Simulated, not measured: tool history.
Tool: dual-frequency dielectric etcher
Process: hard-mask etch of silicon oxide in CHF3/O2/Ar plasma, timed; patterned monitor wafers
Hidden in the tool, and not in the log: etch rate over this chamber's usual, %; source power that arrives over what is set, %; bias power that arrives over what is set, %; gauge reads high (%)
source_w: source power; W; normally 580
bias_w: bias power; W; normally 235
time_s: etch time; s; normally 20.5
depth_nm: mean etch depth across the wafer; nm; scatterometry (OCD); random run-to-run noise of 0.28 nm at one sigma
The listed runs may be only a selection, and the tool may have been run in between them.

run	hour	source_w	bias_w	time_s	wafers since the last listed run	hours since the last wet clean	hours since the last source power generator calibration	hours since the last bias power generator calibration	hours since the last upper electrode change	hours since the gauge calibration	read-back reference wafer on the same gauge, depth_nm	depth_nm
1	0.0	480	201	20.5	0	11.7	4705.7	3969.4	1812.6	3229.2	50.19	39.28
2	84.6	480	201	20.5	1371	96.3	4790.3	4054.0	1897.2	3313.8	50.23	39.12
3	128.9	480	201	20.5	718	140.6	4834.6	4098.3	1941.5	3358.1	50.20	38.97
# hour 170.8: source power generator calibrated
4	232.5	630	235	20.5	1614	244.2	61.7	4201.9	2045.1	3461.7	50.21	43.59
5	297.5	640	235	20.5	1053	309.2	126.7	4266.9	2110.1	3526.7	50.22	43.08
6	351.1	580	235	24.0	868	362.8	180.3	4320.5	2163.7	3580.3	50.27	49.00
7	451.8	580	268	20.5	1632	463.5	281.0	4421.2	2264.4	3681.0	50.17	44.13
8	494.8	580	268	20.5	696	506.5	324.0	4464.2	2307.4	3724.0	50.21	44.18
9	575.0	580	235	16.0	1299	586.7	404.2	4544.4	2387.6	3804.2	50.17	32.72
10	672.7	660	181	24.0	1583	684.4	501.9	4642.1	2485.3	3901.9	50.29	46.16
# hour 711.7: bias power generator calibrated
# hour 730.3: wet clean of the chamber
11	730.8	700	266	20.5	574	0.5	560.0	19.1	2543.4	3960.0	50.14	46.46
12	826.1	580	235	20.5	1544	95.8	655.3	114.4	2638.7	4055.3	50.16	42.28
13	919.4	580	180	20.5	1512	189.1	748.6	207.7	2732.0	4148.6	50.24	39.10
14	1020.7	580	235	20.5	1641	290.4	849.9	309.0	2833.3	4249.9	50.20	42.23
15	1098.1	630	212	18.0	1254	367.8	927.3	386.4	2910.7	4327.3	50.21	36.42
16	1196.4	680	189	22.0	1593	466.1	1025.6	484.7	3009.0	4425.6	50.19	43.68
# hour 1270.5: upper electrode replaced
17	1271.0	580	235	23.5	820	540.7	1100.2	559.3	0.5	4500.2	50.22	47.73
# hour 1359.7: wet clean of the chamber
18	1360.2	490	179	24.0	1056	0.5	1189.4	648.5	89.7	4589.4	50.21	44.05
19	1395.8	580	284	20.5	577	36.1	1225.0	684.1	125.3	4625.0	50.16	45.51
# hour 1407.0: gauge calibrated
20	1442.9	580	235	16.0	763	83.2	1272.1	731.2	172.4	35.9	50.22	33.53
21	1537.7	580	202	25.5	1536	178.0	1366.9	826.0	267.2	130.7	50.21	50.10
22	1625.2	450	185	25.0	1418	265.5	1454.4	913.5	354.7	218.2	50.20	44.89
23	1698.7	580	235	20.5	1191	339.0	1527.9	987.0	428.2	291.7	50.19	42.65
24	1783.9	700	266	20.5	1380	424.2	1613.1	1072.2	513.4	376.9	50.22	45.85
25	1863.4	580	235	20.5	1288	503.7	1692.6	1151.7	592.9	456.4	50.14	41.82
26	1929.4	580	235	20.5	1069	569.7	1758.6	1217.7	658.9	522.4	50.13	41.58
27	2025.1	580	235	20.5	1551	665.4	1854.3	1313.4	754.6	618.1	50.20	41.68
28	2086.9	650	235	20.5	1001	727.2	1916.1	1375.2	816.4	679.9	50.19	42.40
# hour 2121.7: wet clean of the chamber
29	2150.4	460	220	20.5	640	28.7	1979.6	1438.7	879.9	743.4	50.21	40.02
30	2253.2	680	189	22.0	1666	131.5	2082.4	1541.5	982.7	846.2	50.21	44.55

Take each entry between the runs: how does the hidden state at the last listed run before it differ from the hidden state at the first listed run after it?
Run 3 -> run 4: source power generator calibrated (hour 170.8)
  etch rate over this chamber's usual, %: -0.584 -> -1.03
  measured value less the no-hidden-state value, depth_nm: -0.23 -> -0.45 nm
Run 10 -> run 11: bias power generator calibrated (hour 711.7); wet clean of the chamber (hour 730.3)
  etch rate over this chamber's usual, %: -2.92 -> -0.312
  measured value less the no-hidden-state value, depth_nm: -1.39 -> -0.15 nm
Run 16 -> run 17: upper electrode replaced (hour 1270.5)
  etch rate over this chamber's usual, %: -2.31 -> -2.63
  measured value less the no-hidden-state value, depth_nm: -1.04 -> -1.29 nm
Run 17 -> run 18: wet clean of the chamber (hour 1359.7)
  etch rate over this chamber's usual, %: -2.63 -> -0.28
  measured value less the no-hidden-state value, depth_nm: -1.29 -> -0.12 nm
Run 19 -> run 20: gauge calibrated (hour 1407.0)
  etch rate over this chamber's usual, %: -0.433 -> -0.635
  measured value less the no-hidden-state value, depth_nm: -0.20 -> -0.21 nm
Run 28 -> run 29: wet clean of the chamber (hour 2121.7)
  etch rate over this chamber's usual, %: -3.4 -> -0.064
  measured value less the no-hidden-state value, depth_nm: -1.49 -> -0.03 nm
